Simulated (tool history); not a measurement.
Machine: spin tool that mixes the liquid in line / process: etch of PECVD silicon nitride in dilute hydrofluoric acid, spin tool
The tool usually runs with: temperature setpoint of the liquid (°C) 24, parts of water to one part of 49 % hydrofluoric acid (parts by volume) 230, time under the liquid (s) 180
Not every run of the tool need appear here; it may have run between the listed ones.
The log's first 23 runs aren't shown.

run    hour  temperature setpoint of the liquid (°C)  parts of water to one part of 49 % hydrofluoric acid (parts by volume)  time under the liquid (s)  read-back film thickness of the PECVD silicon nitride reference wafer, read on the same gauge (nm)  thickness taken off the PECVD silicon nitride on a monitor wafer (Å)
 24  1079.6                                       24                                                                     230                        180                                                                                              80.003                                                                 12.25
 25  1142.6                                       24                                                                     230                        180                                                                                              80.003                                                                 12.05
 26  1175.4                                       24                                                                     230                        110                                                                                               80.02                                                                  7.38
 27  1229.5                                     19.5                                                                     300                        105                                                                                              79.985                                                                  4.12
 28  1257.4                                     19.5                                                                     165                         95                                                                                              79.981                                                                   6.7
 29  1322.5                                     25.5                                                                     230                         75                                                                                              80.021                                                                  5.54
 30  1389.9                                     19.5                                                                     230                        285                                                                                              79.994                                                                 14.55
 31  1433.9                                       24                                                                     230                        270                                                                                              80.005                                                                 18.28

Below are 3 alternative next runs, each starting from the tool's condition after run 31. Predict each:
  A  1434.4                                       24                                                                     185                        180                                                                                                   ?                                                                     ?
  B  1434.4                                       24                                                                     195                        230                                                                                                   ?                                                                     ?
  C  1434.4                                       28                                                                     165                        180                                                                                                   ?                                                                     ?

run  read-back film thickness of the PECVD silicon nitride reference wafer, read on the same gauge (nm)  thickness taken off the PECVD silicon nitride on a monitor wafer (Å)
  A                                                                                              80.002                                                                  14.6
  B                                                                                              80.002                                                                 17.71
  C                                                                                              80.002                                                                 21.04
The same runs, with their run-to-run variation unchanged, on a tool lacking any hidden condition would have given:
run  thickness taken off the PECVD silicon nitride on a monitor wafer (Å)
  A                                                                  14.6
  B                                                                 17.71
  C                                                                 21.04
